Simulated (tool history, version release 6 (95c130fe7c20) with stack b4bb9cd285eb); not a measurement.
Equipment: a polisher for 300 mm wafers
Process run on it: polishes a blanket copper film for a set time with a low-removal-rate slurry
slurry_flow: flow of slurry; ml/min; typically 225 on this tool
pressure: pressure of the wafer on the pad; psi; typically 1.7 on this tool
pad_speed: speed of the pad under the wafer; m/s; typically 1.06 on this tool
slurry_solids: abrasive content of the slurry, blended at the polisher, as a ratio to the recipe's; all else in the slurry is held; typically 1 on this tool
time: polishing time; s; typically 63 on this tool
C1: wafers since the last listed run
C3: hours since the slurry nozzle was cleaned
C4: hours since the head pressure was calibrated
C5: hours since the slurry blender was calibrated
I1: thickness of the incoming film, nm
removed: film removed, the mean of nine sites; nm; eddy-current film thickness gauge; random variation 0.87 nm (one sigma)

run 1 day=0 | slurry_flow=225 pressure=1.7 pad_speed=1.06 slurry_solids=1 time=63 | C1=0 wafers_polished_on_this_pad=71 C3=365.8 C4=537.3 C5=218.2 | I1=780.5 | removed=100.4
run 2 day=0.704 | slurry_flow=225 pressure=1.7 pad_speed=1.06 slurry_solids=1 time=63 | C1=180 wafers_polished_on_this_pad=251 C3=382.7 C4=554.2 C5=235.1 | I1=778.1 | removed=99.6
run 3 day=1.062 | slurry_flow=225 pressure=1.7 pad_speed=1.06 slurry_solids=1 time=63 | C1=92 wafers_polished_on_this_pad=343 C3=391.3 C4=562.8 C5=243.7 | I1=767.6 | removed=99
run 4 day=1.425 | slurry_flow=225 pressure=1.7 pad_speed=1.06 slurry_solids=1 time=63 | C1=93 wafers_polished_on_this_pad=436 C3=400 C4=571.5 C5=252.4 | I1=771.7 | removed=98.7
run 5 day=1.929 | slurry_flow=225 pressure=1.7 pad_speed=1.06 slurry_solids=1 time=63 | C1=129 wafers_polished_on_this_pad=566 C3=412.1 C4=583.6 C5=264.5 | I1=779.1 | removed=97.3
run 6 day=2.308 | slurry_flow=225 pressure=1.7 pad_speed=1.06 slurry_solids=1 time=63 | C1=97 wafers_polished_on_this_pad=663 C3=421.2 C4=592.7 C5=273.6 | I1=784.7 | removed=97.7
run 7 day=2.721 | slurry_flow=225 pressure=1.7 pad_speed=1.06 slurry_solids=1 time=63 | C1=105 wafers_polished_on_this_pad=769 C3=431.1 C4=602.6 C5=283.5 | I1=763.9 | removed=98.9
run 8 day=2.992 | slurry_flow=225 pressure=1.7 pad_speed=1.06 slurry_solids=1 time=63 | C1=69 wafers_polished_on_this_pad=839 C3=437.6 C4=609.1 C5=290 | I1=760.4 | removed=97.1
run 9 day=3.542 | slurry_flow=225 pressure=1.7 pad_speed=1.06 slurry_solids=1 time=63 | C1=141 wafers_polished_on_this_pad=980 C3=450.8 C4=622.3 C5=303.2 | I1=765.3 | removed=97.4
-- day=4.079 slurry blender recalibrated
run 10 day=4.1 | slurry_flow=225 pressure=1.7 pad_speed=1.06 slurry_solids=1 time=63 | C1=121 wafers_polished_on_this_pad=1102 C3=464.2 C4=635.7 C5=0.5 | I1=756.7 | removed=97.3
run 11 day=4.279 | slurry_flow=225 pressure=1.7 pad_speed=1.06 slurry_solids=1 time=63 | C1=46 wafers_polished_on_this_pad=1148 C3=468.5 C4=640 C5=4.8 | I1=756.7 | removed=94.7
run 12 day=4.688 | slurry_flow=225 pressure=1.7 pad_speed=1.06 slurry_solids=1 time=63 | C1=104 wafers_polished_on_this_pad=1253 C3=478.3 C4=649.8 C5=14.6 | I1=771.4 | removed=97.3
-- day=4.871 worn pad replaced by a new one
-- day=5.1 slurry nozzle cleaned
run 13 day=5.121 | slurry_flow=225 pressure=1.7 pad_speed=1.06 slurry_solids=1 time=63 | C1=57 wafers_polished_on_this_pad=53 C3=0.5 C4=660.2 C5=25 | I1=771.3 | removed=101.7
-- day=5.238 head pressure recalibrated
run 14 day=5.588 | slurry_flow=225 pressure=1.7 pad_speed=1.06 slurry_solids=1 time=63 | C1=98 wafers_polished_on_this_pad=151 C3=11.7 C4=8.4 C5=36.2 | I1=766.5 | removed=116
run 15 day=6.146 | slurry_flow=150 pressure=2 pad_speed=1.44 slurry_solids=1 time=79 | C1=143 wafers_polished_on_this_pad=294 C3=25.1 C4=21.8 C5=49.6 | I1=765.5 | removed=203
run 16 day=6.754 | slurry_flow=225 pressure=1.7 pad_speed=1.06 slurry_solids=1 time=63 | C1=156 wafers_polished_on_this_pad=451 C3=39.7 C4=36.4 C5=64.2 | I1=773.7 | removed=113
run 17 day=7.338 | slurry_flow=165 pressure=1.1 pad_speed=1.18 slurry_solids=1 time=69 | C1=149 wafers_polished_on_this_pad=600 C3=53.7 C4=50.4 C5=78.2 | I1=779 | removed=84.1
run 18 day=7.967 | slurry_flow=205 pressure=1.7 pad_speed=1.26 slurry_solids=1.1 time=79 | C1=161 wafers_polished_on_this_pad=762 C3=68.8 C4=65.5 C5=93.3 | I1=758.4 | removed=161.8

Forecast run 19:
run 19 day=8.375 | slurry_flow=225 pressure=1.7 pad_speed=1.42 slurry_solids=1 time=76 | C1=104 wafers_polished_on_this_pad=867 C3=78.6 C4=75.3 C5=103.1 | I1=765.4 | removed=?

{"run 19": {"removed": 171.8}}
On a tool with no hidden condition, and with the same random variation, this run would have come out at removed 178.4 nm.
